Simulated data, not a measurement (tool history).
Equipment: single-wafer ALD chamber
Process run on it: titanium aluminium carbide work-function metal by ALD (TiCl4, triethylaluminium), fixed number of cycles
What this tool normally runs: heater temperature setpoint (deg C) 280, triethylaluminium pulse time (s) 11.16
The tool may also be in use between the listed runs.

run,hour,heater temperature setpoint (deg C),triethylaluminium pulse time (s),"read-back reference wafer on the same gauge, thickness_nm",mean film thickness on the monitor wafer (nm)
1,0,280,11.16,1.802,1.729
2,95.2,280,11.16,1.811,1.725
3,156.3,280,11.16,1.814,1.724
# hour 355.2: triethylaluminium bottle replaced
4,448.2,280,11.16,1.831,1.737
5,516.4,280,11.16,1.83,1.735
6,597.6,280,11.16,1.831,1.752
7,686.2,280,11.16,1.834,1.753
8,793.7,280,14.39,1.835,1.769
# hour 876: gauge calibrated
9,878.4,280,14.39,1.782,1.7
10,971,280,14.39,1.794,1.736
11,1021.6,275,13.45,1.797,1.678
# hour 1079.1: showerhead replaced
12,1124.6,280,11.16,1.803,1.704
13,1199.6,280,11.16,1.81,1.702
# hour 1261.9: triethylaluminium bottle replaced
14,1328.3,280,11.16,1.82,1.744
# hour 1394.2: thermocouple changed; heater temperature recalibrated
15,1399.6,280,14.78,1.819,1.743
16,1449.7,280,13.4,1.823,1.748
17,1511.7,286,15.51,1.825,1.83
18,1555.2,275,11.16,1.831,1.687
19,1641.6,271,7.4,1.83,1.558
20,1717.9,267,11.16,1.829,1.631
21,1794.1,280,11.16,1.83,1.744
22,1855.4,294,12.55,1.833,1.871
23,1916.3,288,11.16,1.83,1.815
24,1968.7,286,6.83,1.831,1.658

Run 25 is up next; what results do you expect?
25,2073.3,295,12.41,?,?

Run 25 measured read-back reference wafer on the same gauge, thickness_nm 1.833, mean film thickness on the monitor wafer (nm) 1.892.
With no hidden state in the tool, this same run would have given mean film thickness on the monitor wafer (nm) 1.838.

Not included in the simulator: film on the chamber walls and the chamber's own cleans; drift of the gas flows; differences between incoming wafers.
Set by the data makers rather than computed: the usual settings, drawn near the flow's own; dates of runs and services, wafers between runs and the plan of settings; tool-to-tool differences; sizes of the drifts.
